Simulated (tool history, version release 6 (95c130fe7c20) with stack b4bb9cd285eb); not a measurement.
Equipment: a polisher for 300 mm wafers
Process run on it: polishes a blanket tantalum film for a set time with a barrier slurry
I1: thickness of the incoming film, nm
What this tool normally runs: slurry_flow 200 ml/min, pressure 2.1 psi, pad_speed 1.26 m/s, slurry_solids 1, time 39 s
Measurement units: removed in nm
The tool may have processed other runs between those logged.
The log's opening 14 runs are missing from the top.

Run 15, hour 444: usual settings but pressure 2.4 psi, slurry_solids 1.1, time 27 s; I1 398.3. Result: removed 70.7 nm.
Run 16, hour 477.2: usual settings but slurry_flow 250 ml/min, pad_speed 1 m/s, slurry_solids 1.3; I1 406.8. Result: removed 75.1 nm.
At hour 497.9: slurry nozzle cleaned.
Run 17, hour 506.1: usual settings; I1 405.3. Result: removed 85 nm.
At hour 510.9: worn pad replaced by a new one.
Run 18, hour 523.3: usual settings but slurry_flow 240 ml/min; I1 400. Result: removed 86.3 nm.
Run 19, hour 555.2: usual settings but slurry_flow 255 ml/min, pressure 1.8 psi, time 25 s; I1 399.5. Result: removed 48.5 nm.
At hour 575: head pressure recalibrated.
Run 20, hour 586.7: usual settings but slurry_solids 1.15; I1 394.9. Result: removed 91.6 nm.
At hour 603.1: slurry blender recalibrated.
Run 21, hour 619.5: usual settings but slurry_flow 265 ml/min, slurry_solids 1.25; I1 394.8. Result: removed 96.1 nm.
Run 22, hour 650.9: usual settings but slurry_flow 220 ml/min, pad_speed 0.96 m/s, slurry_solids 1.2; I1 401.6. Result: removed 69.7 nm.
Run 23, hour 684.6: usual settings but pressure 1.8 psi, time 45 s; I1 400.8. Result: removed 88.1 nm.
At hour 694.1: worn pad replaced by a new one.
Run 24, hour 706.7: usual settings; I1 402.3. Result: removed 85.5 nm.
Run 25, hour 735: usual settings but pressure 2.4 psi, pad_speed 1.58 m/s; I1 405.8. Result: removed 124.9 nm.
Run 26, hour 757.3: usual settings but pressure 2.8 psi, pad_speed 0.82 m/s; I1 399.6. Result: removed 74.6 nm.
Run 27, hour 788.6: usual settings but time 35 s; I1 397.7. Result: removed 77.3 nm.
Run 28, hour 820.7: usual settings but pad_speed 1.7 m/s, slurry_solids 0.7; I1 396.5. Result: removed 94.5 nm.
Run 29, hour 843.6: usual settings but pressure 2.7 psi, slurry_solids 0.75; I1 404. Result: removed 91.9 nm.
Run 30, hour 866.2: usual settings; I1 402.5. Result: removed 85.3 nm.

Here are 4 independent what-if runs from the current tool condition. What would each one return?
Run A, hour 866.6: usual settings; I1 395.8. Result: removed ?.
Run B, hour 866.6: usual settings but pad_speed 1.58 m/s, time 27 s; I1 395.8. Result: removed ?.
Run C, hour 866.6: usual settings but pressure 1.6 psi, pad_speed 1.08 m/s; I1 395.8. Result: removed ?.
Run D, hour 866.6: usual settings but slurry_flow 160 ml/min, pressure 1.7 psi, pad_speed 1.6 m/s, time 34 s; I1 395.8. Result: removed ?.

run  removed
  A     85.8
  B     74.5
  C       56
  D     74.1
With the hidden condition removed and each run's random variation left untouched, the same runs would have given:
run  removed
  A     85.8
  B     74.5
  C       56
  D     74.1
